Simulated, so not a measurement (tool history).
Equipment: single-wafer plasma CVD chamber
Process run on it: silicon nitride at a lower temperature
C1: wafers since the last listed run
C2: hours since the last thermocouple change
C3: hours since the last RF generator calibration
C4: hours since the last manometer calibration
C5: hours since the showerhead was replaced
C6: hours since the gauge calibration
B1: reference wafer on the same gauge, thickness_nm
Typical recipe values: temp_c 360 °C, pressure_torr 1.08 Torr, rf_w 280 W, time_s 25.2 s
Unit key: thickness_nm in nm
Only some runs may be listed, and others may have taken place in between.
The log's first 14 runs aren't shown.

run 15 hour=521.4 | temp_c=370 pressure_torr=0.95 rf_w=310 time_s=21.3 | C1=616 C2=74.8 C3=84.5 C4=218.6 C5=177.5 C6=972.1 | B1=24.103 | thickness_nm=22.520
run 16 hour=537.7 | temp_c=355 pressure_torr=0.88 rf_w=280 time_s=21.6 | C1=327 C2=91.1 C3=100.8 C4=234.9 C5=193.8 C6=988.4 | B1=24.086 | thickness_nm=20.553
-- hour=563.0 gauge calibrated
run 17 hour=568.6 | temp_c=360 pressure_torr=1.27 rf_w=280 time_s=25.2 | C1=620 C2=122.0 C3=131.7 C4=265.8 C5=224.7 C6=5.6 | B1=24.124 | thickness_nm=27.085
run 18 hour=592.7 | temp_c=364 pressure_torr=1.08 rf_w=325 time_s=25.2 | C1=484 C2=146.1 C3=155.8 C4=289.9 C5=248.8 C6=29.7 | B1=24.107 | thickness_nm=28.653
run 19 hour=627.8 | temp_c=360 pressure_torr=1.08 rf_w=280 time_s=25.2 | C1=705 C2=181.2 C3=190.9 C4=325.0 C5=283.9 C6=64.8 | B1=24.101 | thickness_nm=25.854
run 20 hour=640.8 | temp_c=368 pressure_torr=1.08 rf_w=280 time_s=29.9 | C1=261 C2=194.2 C3=203.9 C4=338.0 C5=296.9 C6=77.8 | B1=24.086 | thickness_nm=30.651
run 21 hour=674.8 | temp_c=360 pressure_torr=1.08 rf_w=245 time_s=25.2 | C1=683 C2=228.2 C3=237.9 C4=372.0 C5=330.9 C6=111.8 | B1=24.118 | thickness_nm=23.321
run 22 hour=687.2 | temp_c=360 pressure_torr=1.08 rf_w=280 time_s=25.2 | C1=249 C2=240.6 C3=250.3 C4=384.4 C5=343.3 C6=124.2 | B1=24.073 | thickness_nm=26.047
run 23 hour=765.2 | temp_c=350 pressure_torr=1.20 rf_w=280 time_s=25.2 | C1=1567 C2=318.6 C3=328.3 C4=462.4 C5=421.3 C6=202.2 | B1=24.155 | thickness_nm=27.029
run 24 hour=793.0 | temp_c=360 pressure_torr=0.82 rf_w=280 time_s=25.2 | C1=558 C2=346.4 C3=356.1 C4=490.2 C5=449.1 C6=230.0 | B1=24.160 | thickness_nm=23.562
run 25 hour=813.7 | temp_c=373 pressure_torr=1.08 rf_w=280 time_s=25.2 | C1=415 C2=367.1 C3=376.8 C4=510.9 C5=469.8 C6=250.7 | B1=24.076 | thickness_nm=25.814
run 26 hour=849.7 | temp_c=360 pressure_torr=1.33 rf_w=230 time_s=27.1 | C1=723 C2=403.1 C3=412.8 C4=546.9 C5=505.8 C6=286.7 | B1=24.049 | thickness_nm=25.611
run 27 hour=869.0 | temp_c=360 pressure_torr=1.08 rf_w=280 time_s=20.8 | C1=387 C2=422.4 C3=432.1 C4=566.2 C5=525.1 C6=306.0 | B1=24.148 | thickness_nm=21.516
run 28 hour=888.1 | temp_c=360 pressure_torr=1.08 rf_w=280 time_s=25.2 | C1=383 C2=441.5 C3=451.2 C4=585.3 C5=544.2 C6=325.1 | B1=24.040 | thickness_nm=26.151
run 29 hour=900.2 | temp_c=360 pressure_torr=1.08 rf_w=280 time_s=25.2 | C1=243 C2=453.6 C3=463.3 C4=597.4 C5=556.3 C6=337.2 | B1=24.131 | thickness_nm=26.061
run 30 hour=932.7 | temp_c=355 pressure_torr=0.98 rf_w=255 time_s=26.6 | C1=653 C2=486.1 C3=495.8 C4=629.9 C5=588.8 C6=369.7 | B1=24.115 | thickness_nm=24.797

Here are 3 independent what-if runs from the current tool condition. What would each one return?
run A hour=933.1 | temp_c=360 pressure_torr=1.08 rf_w=280 time_s=25.2 | C1=8 C2=486.5 C3=496.2 C4=630.3 C5=589.2 C6=370.1 | B1=? | thickness_nm=?
run B hour=933.1 | temp_c=347 pressure_torr=1.26 rf_w=300 time_s=29.9 | C1=8 C2=486.5 C3=496.2 C4=630.3 C5=589.2 C6=370.1 | B1=? | thickness_nm=?
run C hour=933.1 | temp_c=360 pressure_torr=1.28 rf_w=280 time_s=23.4 | C1=8 C2=486.5 C3=496.2 C4=630.3 C5=589.2 C6=370.1 | B1=? | thickness_nm=?

run=A B1=24.113 thickness_nm=25.904
run=B B1=24.113 thickness_nm=34.083
run=C B1=24.113 thickness_nm=25.376
Without the tool's hidden state the same runs would have given:
run=A thickness_nm=25.425
run=B thickness_nm=33.490
run=C thickness_nm=24.936
